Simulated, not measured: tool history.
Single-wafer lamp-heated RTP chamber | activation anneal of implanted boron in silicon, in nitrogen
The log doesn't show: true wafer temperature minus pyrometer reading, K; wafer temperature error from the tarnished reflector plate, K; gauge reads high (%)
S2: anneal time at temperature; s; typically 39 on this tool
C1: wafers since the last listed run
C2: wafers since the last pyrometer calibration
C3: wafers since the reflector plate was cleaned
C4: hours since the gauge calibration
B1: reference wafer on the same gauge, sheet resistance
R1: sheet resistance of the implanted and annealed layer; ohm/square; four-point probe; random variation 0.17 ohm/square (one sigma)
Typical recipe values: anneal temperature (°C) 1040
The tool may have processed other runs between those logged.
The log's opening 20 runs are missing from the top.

At hour 936.0: gauge calibrated.
Run 21, hour 944.3: usual settings; C1 621; C2 3852; C3 628; C4 8.3; B1 79.81. Result: R1 78.45 ohm/square.
At hour 956.4: pyrometer window cleaned and pyrometer calibrated.
Run 22, hour 974.5: usual settings but anneal temperature (°C) 1012, S2 28 s; C1 327; C2 266; C3 956; C4 38.5; B1 79.84. Result: R1 84.03 ohm/square.
Run 23, hour 1014.4: usual settings but anneal temperature (°C) 1018, S2 19 s; C1 588; C2 855; C3 1544; C4 78.4; B1 79.80. Result: R1 84.12 ohm/square.
Run 24, hour 1042.6: usual settings but anneal temperature (°C) 1014, S2 62 s; C1 416; C2 1272; C3 1961; C4 106.6; B1 79.83. Result: R1 81.31 ohm/square.
Run 25, hour 1072.1: usual settings but anneal temperature (°C) 1050, S2 57 s; C1 435; C2 1707; C3 2396; C4 136.1; B1 79.81. Result: R1 77.20 ohm/square.
Run 26, hour 1123.2: usual settings but anneal temperature (°C) 1011, S2 46 s; C1 754; C2 2461; C3 3150; C4 187.2; B1 79.81. Result: R1 82.32 ohm/square.
Run 27, hour 1180.6: usual settings but anneal temperature (°C) 1029; C1 847; C2 3308; C3 3997; C4 244.6; B1 79.80. Result: R1 79.93 ohm/square.
At hour 1203.5: pyrometer window cleaned and pyrometer calibrated.
Run 28, hour 1208.7: usual settings; C1 296; C2 76; C3 4294; C4 272.7; B1 79.81. Result: R1 78.77 ohm/square.
Run 29, hour 1270.5: usual settings but anneal temperature (°C) 1062, S2 16 s; C1 912; C2 988; C3 5206; C4 334.5; B1 79.84. Result: R1 79.16 ohm/square.
Run 30, hour 1308.5: usual settings; C1 560; C2 1548; C3 5767; C4 372.5; B1 79.82. Result: R1 79.11 ohm/square.
Run 31, hour 1352.2: usual settings but S2 28 s; C1 644; C2 2193; C3 6412; C4 416.2; B1 79.77. Result: R1 79.55 ohm/square.

What if the next run were any one of these 5? Each begins from the tool's condition after run 31:
Run A, hour 1352.6: usual settings but S2 29 s; C1 5; C2 2199; C3 6418; C4 416.6; B1 ?. Result: R1 ?.
Run B, hour 1352.6: usual settings but anneal temperature (°C) 1049, S2 55 s; C1 5; C2 2199; C3 6418; C4 416.6; B1 ?. Result: R1 ?.
Run C, hour 1352.6: usual settings but anneal temperature (°C) 1025, S2 46 s; C1 5; C2 2199; C3 6418; C4 416.6; B1 ?. Result: R1 ?.
Run D, hour 1352.6: usual settings but anneal temperature (°C) 1032; C1 5; C2 2199; C3 6418; C4 416.6; B1 ?. Result: R1 ?.
Run E, hour 1352.6: usual settings but anneal temperature (°C) 1028; C1 5; C2 2199; C3 6418; C4 416.6; B1 ?. Result: R1 ?.

run     B1     R1
  A  79.79  79.18
  B  79.79  76.92
  C  79.79  79.83
  D  79.79  79.42
  E  79.79  79.89
The same runs, with their run-to-run variation unchanged, on a tool lacking any hidden condition would have given:
run     R1
  A  79.96
  B  77.49
  C  80.79
  D  80.28
  E  80.81
